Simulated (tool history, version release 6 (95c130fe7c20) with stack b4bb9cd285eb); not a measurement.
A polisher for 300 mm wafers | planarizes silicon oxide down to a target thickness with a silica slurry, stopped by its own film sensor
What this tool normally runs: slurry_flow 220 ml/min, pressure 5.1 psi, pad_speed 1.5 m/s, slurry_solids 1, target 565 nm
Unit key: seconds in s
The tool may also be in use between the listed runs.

run     day  slurry_flow  pressure  pad_speed  slurry_solids  target  wafers since the last listed run  wafers polished on this pad  hours since the slurry nozzle was cleaned  hours since the head pressure was calibrated  hours since the slurry blender was calibrated  hours since the conditioning disc was replaced  incoming thickness of the incoming film, nm  seconds
  1       0          220       5.1        1.5              1     612                                 0                         1038                                      540.8                                         234.7                                          137.1                                             5.3                                       1128.7      113
      1.471  -- slurry blender recalibrated
      1.654  -- slurry nozzle cleaned
  2   2.354          220       5.1        1.5              1     565                               449                         1487                                       16.8                                         291.2                                           21.2                                            61.8                                       1129.9    117.6
      3.554  -- worn pad replaced by a new one
  3   3.979          220       5.1        1.5              1     565                               293                           85                                       55.8                                         330.2                                           60.2                                           100.8                                       1120.7    119.4
  4   5.225          220       5.1        1.5              1     427                               251                          336                                       85.7                                         360.1                                           90.1                                           130.7                                       1151.5    159.6
      7.329  -- head pressure recalibrated
      7.462  -- conditioning disc replaced and pad reconditioned
  5   7.879          220       5.1        1.5              1     427                               501                          837                                      149.4                                          13.2                                          153.8                                              10                                       1110.2      159
      9.475  -- slurry blender recalibrated
  6   9.958          220       5.1        1.5              1     565                               402                         1239                                      199.3                                          63.1                                           11.6                                            59.9                                       1135.3    114.3
     11.633  -- worn pad replaced by a new one, of another model than before
  7    12.8          220       5.1        1.5              1     565                               538                          235                                      267.5                                         131.3                                           79.8                                           128.1                                       1129.4    121.5
     15.354  -- conditioning disc replaced and pad reconditioned
  8  15.458          220       5.1        1.5              1     565                               518                          754                                      331.3                                         195.1                                          143.6                                             2.5                                       1131.6      126
     17.858  -- slurry blender recalibrated
  9  17.996          220       5.1        1.5              1     565                               494                         1248                                      392.2                                           256                                            3.3                                            63.4                                       1133.7    119.6
     19.725  -- worn pad replaced by a new one
 10  20.429          170       5.1        1.5              1     565                               456                          142                                      450.6                                         314.4                                           61.7                                           121.8                                         1143    130.3
     21.892  -- head pressure recalibrated
     23.038  -- conditioning disc replaced and pad reconditioned
 11  23.058          220       3.5        1.5              1     565                               496                          638                                      513.7                                            28                                          124.8                                             0.5                                       1131.4    152.3
 12  24.854          220       5.1        1.5              1     565                               361                         1000                                      556.8                                          71.1                                          167.9                                            43.6                                       1123.7    132.1
     25.162  -- slurry blender recalibrated
 13    26.7          220       3.9        1.1              1     739                               355                         1355                                      601.1                                         115.4                                           36.9                                            87.9                                       1141.1    114.7
     27.204  -- worn pad replaced by a new one
 14  28.312          220       4.4       1.66            0.8     649                               291                          223                                      639.8                                         154.1                                           75.6                                           126.6                                       1125.7    124.4
     29.008  -- slurry nozzle cleaned
 15  30.429          170       6.4        1.5              1     565                               418                          641                                       34.1                                         204.9                                          126.4                                           177.4                                       1114.1    112.2
     31.617  -- conditioning disc replaced and pad reconditioned
 16  32.304          220       5.1       1.18           1.25     565                               361                         1002                                       79.1                                         249.9                                          171.4                                            16.5                                       1130.5    129.4
     32.875  -- slurry blender recalibrated
 17  34.258          220       5.1        1.5           0.85     565                               376                         1379                                        126                                         296.8                                           33.2                                            63.4                                       1129.5    133.1
     34.825  -- worn pad replaced by a new one
     36.662  -- head pressure recalibrated
 18  36.683          220       5.1        1.5              1     565                               438                          357                                      184.2                                           0.5                                           91.4                                           121.6                                       1115.2    115.4
 19  39.142          200       4.2        1.5           0.85     452                               495                          852                                      243.2                                          59.5                                          150.4                                           180.6                                       1125.6    206.6

Consider 3 possible next runs. They are alternatives, not a sequence: every one starts from the tool as it was left by run 19. What does each give?
  A  39.162          220       5.1        1.5            1.3     565                                 4                          856                                      243.7                                            60                                          150.9                                           181.1                                       1139.8        ?
  B  39.162          220       6.1        1.5           0.75     565                                 4                          856                                      243.7                                            60                                          150.9                                           181.1                                       1139.8        ?
  C  39.162          220       5.1        1.5            0.9     728                                 4                          856                                      243.7                                            60                                          150.9                                           181.1                                       1139.8        ?

run  seconds
  A    106.6
  B      161
  C    102.2
Without the tool's unlogged condition, the same runs would have read:
run  seconds
  A     97.2
  B    138.7
  C     89.9

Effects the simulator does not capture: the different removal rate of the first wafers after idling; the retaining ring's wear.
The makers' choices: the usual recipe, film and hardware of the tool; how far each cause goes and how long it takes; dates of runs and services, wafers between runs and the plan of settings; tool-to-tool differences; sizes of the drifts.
